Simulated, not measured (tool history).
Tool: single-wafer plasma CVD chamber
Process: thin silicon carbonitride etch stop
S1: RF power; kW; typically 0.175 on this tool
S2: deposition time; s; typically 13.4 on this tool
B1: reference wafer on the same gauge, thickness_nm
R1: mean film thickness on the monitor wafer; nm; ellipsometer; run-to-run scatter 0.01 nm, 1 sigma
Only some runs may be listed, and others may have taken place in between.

run 1 day=0 | S1=0.175 S2=13.4 | B1=6.349 | R1=6.704
run 2 day=2.862 | S1=0.175 S2=13.4 | B1=6.355 | R1=6.704
-- day=4.842 RF generator calibrated
run 3 day=6.125 | S1=0.175 S2=13.4 | B1=6.345 | R1=6.749
run 4 day=10.446 | S1=0.175 S2=13.4 | B1=6.352 | R1=6.734
run 5 day=13.75 | S1=0.2 S2=13.4 | B1=6.348 | R1=7.095
run 6 day=15.979 | S1=0.2 S2=13.4 | B1=6.351 | R1=7.1
-- day=17.117 thermocouple changed; heater temperature recalibrated
run 7 day=18.592 | S1=0.165 S2=12 | B1=6.351 | R1=5.91
run 8 day=21.767 | S1=0.165 S2=12 | B1=6.348 | R1=5.897
run 9 day=23.596 | S1=0.165 S2=12 | B1=6.347 | R1=5.907
run 10 day=27.254 | S1=0.175 S2=13.4 | B1=6.347 | R1=6.756
-- day=27.371 gauge calibrated
run 11 day=31.246 | S1=0.175 S2=13.4 | B1=6.35 | R1=6.74
run 12 day=35.45 | S1=0.175 S2=13.4 | B1=6.352 | R1=6.704
run 13 day=37.671 | S1=0.175 S2=13.4 | B1=6.35 | R1=6.723
run 14 day=39.442 | S1=0.175 S2=13.4 | B1=6.346 | R1=6.698
run 15 day=42.529 | S1=0.165 S2=14.9 | B1=6.352 | R1=7.275
-- day=44.4 RF generator calibrated
run 16 day=44.562 | S1=0.175 S2=13.4 | B1=6.351 | R1=6.758
run 17 day=48.612 | S1=0.205 S2=15.4 | B1=6.35 | R1=8.241
run 18 day=50.938 | S1=0.155 S2=15.3 | B1=6.35 | R1=7.378
run 19 day=55.4 | S1=0.175 S2=12 | B1=6.351 | R1=6.06
run 20 day=57.267 | S1=0.16 S2=12.5 | B1=6.352 | R1=6.08
run 21 day=61.446 | S1=0.145 S2=15.3 | B1=6.352 | R1=7.181
run 22 day=63.571 | S1=0.175 S2=13.4 | B1=6.347 | R1=6.746

Run 23, settings as shown, results not yet in. Your forecast:
run 23 day=65.304 | S1=0.195 S2=14.7 | B1=? | R1=?

Run 23 measured B1 6.35, R1 7.697 nm.
If the tool had no hidden condition, the same run with the same run-to-run variation would have returned R1 7.721 nm.
